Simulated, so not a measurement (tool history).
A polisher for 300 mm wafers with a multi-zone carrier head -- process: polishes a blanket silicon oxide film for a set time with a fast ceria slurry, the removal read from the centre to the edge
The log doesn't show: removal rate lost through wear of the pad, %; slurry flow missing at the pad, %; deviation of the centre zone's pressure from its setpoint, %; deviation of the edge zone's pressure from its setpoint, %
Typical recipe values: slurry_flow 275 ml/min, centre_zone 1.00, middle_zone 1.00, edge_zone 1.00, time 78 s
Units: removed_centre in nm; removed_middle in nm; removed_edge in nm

run   hour  slurry_flow  centre_zone  middle_zone  edge_zone  time  wafers since the last listed run  wafers polished on this pad  hours since the slurry nozzle was cleaned  hours since the centre zone pressure was calibrated  hours since the edge zone pressure was calibrated  hours since the carrier head's membrane was replaced  incoming thickness of the incoming film, nm  removed_centre  removed_middle  removed_edge
  1    0.0          275         1.00         1.00       1.00    78                                 0                         1139                                      759.7                                               1388.8                                             1317.4                                                1369.2                                       2760.4           592.6           584.5         559.2
  2    9.3          275         1.00         1.00       1.00    70                                49                         1189                                      769.0                                               1398.1                                             1326.7                                                1378.5                                       2767.3           518.4           526.0         508.4
  3   21.2          275         1.00         1.00       1.00    70                                63                         1253                                      780.9                                               1410.0                                             1338.6                                                1390.4                                       2783.9           506.3           515.3         503.0
      26.5  -- worn pad replaced by a new one
  4   31.6          275         1.00         1.00       1.00    70                                34                           27                                      791.3                                               1420.4                                             1349.0                                                1400.8                                       2724.7           546.6           556.9         535.2
  5   40.4          275         1.00         0.91       1.00    78                                47                           74                                      800.1                                               1429.2                                             1357.8                                                1409.6                                       2746.8           610.1           569.3         596.1
      54.5  -- slurry nozzle cleaned
  6   58.1          275         1.00         0.91       1.00    78                                89                          164                                        3.6                                               1446.9                                             1375.5                                                1427.3                                       2725.7           611.1           561.3         599.3
  7   65.0          275         1.12         1.00       0.90    78                                37                          201                                       10.5                                               1453.8                                             1382.4                                                1434.2                                       2792.7           697.9           621.9         566.6
  8   72.8          275         0.94         1.00       1.00    78                                41                          243                                       18.3                                               1461.6                                             1390.2                                                1442.0                                       2702.3           573.5           613.3         593.4
      76.1  -- centre zone pressure recalibrated
  9   79.9          355         1.00         0.91       1.00    78                                27                          270                                       25.4                                                  3.8                                             1397.3                                                1449.1                                       2729.8           624.4           581.9         604.6
      88.1  -- carrier head's membrane replaced by a new one
 10   95.9          325         1.00         1.00       1.00    78                                59                          329                                       41.4                                                 19.8                                             1413.3                                                   7.8                                       2766.2           618.7           606.5         606.2
 11  109.8          335         1.00         1.11       1.00    78                                74                          404                                       55.3                                                 33.7                                             1427.2                                                  21.7                                       2745.6           616.8           668.4         594.4
 12  122.4          275         1.00         1.00       1.05    78                                67                          472                                       67.9                                                 46.3                                             1439.8                                                  34.3                                       2763.3           602.2           603.4         601.9
     137.8  -- edge zone pressure recalibrated
 13  138.3          330         1.04         1.06       1.00    78                                74                          546                                       83.8                                                 62.2                                                0.5                                                  50.2                                       2769.0           630.7           644.6         596.5
 14  186.8          275         1.00         1.00       1.00    70                               260                          807                                      132.3                                                110.7                                               49.0                                                  98.7                                       2760.3           534.5           537.2         518.4
 15  214.8          275         0.97         1.11       1.00    85                               150                          957                                      160.3                                                138.7                                               77.0                                                 126.7                                       2807.5           611.7           714.4         617.1
 16  225.4          235         0.94         1.00       0.96    66                                56                         1014                                      170.9                                                149.3                                               87.6                                                 137.3                                       2788.0           453.3           488.7         466.7
 17  235.3          275         1.00         1.00       1.00    78                                53                         1067                                      180.8                                                159.2                                               97.5                                                 147.2                                       2799.4           577.4           569.9         561.6
 18  241.3          275         1.00         1.00       1.00    78                                32                         1099                                      186.8                                                165.2                                              103.5                                                 153.2                                       2740.7           585.1           568.8         559.9
 19  249.3          275         1.06         1.00       1.00    94                                42                         1142                                      194.8                                                173.2                                              111.5                                                 161.2                                       2755.9           733.7           693.2         678.0
 20  259.6          275         1.00         1.00       1.00    78                                55                         1198                                      205.1                                                183.5                                              121.8                                                 171.5                                       2750.9           573.2           564.6         547.2
 21  272.4          275         1.00         1.00       1.00    58                                68                         1266                                      217.9                                                196.3                                              134.6                                                 184.3                                       2807.6           420.0           426.1         412.6

Below, each run's measurement less what the same run would have read without the hidden state. Both values contain the same run-to-run variation, but the gauge's scatter may not be the same in both:
run  removed_centre  removed_middle  removed_edge
  1           -39.5           -39.0         -37.3
  2           -37.9           -38.4         -37.1
  3           -41.2           -42.0         -41.0
  4            -5.7            -5.8          -5.6
  5            -6.4            -6.0          -6.3
  6            -7.2            -6.6          -7.0
  7            -8.6            -7.7          -7.1
  8            -7.6            -8.1          -8.0
  9            -9.0            -8.3          -8.7
 10           -10.5           -10.3         -10.3
 11           -12.3           -13.4         -11.9
 12           -13.9           -14.0         -13.9
 13           -17.6           -18.0         -16.6
 14           -25.2           -25.4         -24.4
 15           -37.8           -44.1         -38.1
 16           -30.9           -33.3         -31.8
 17           -43.0           -42.4         -41.8
 18           -45.9           -44.6         -43.9
 19           -61.5           -58.2         -56.9
 20           -52.4           -51.6         -50.0
 21           -42.6           -43.2         -41.9
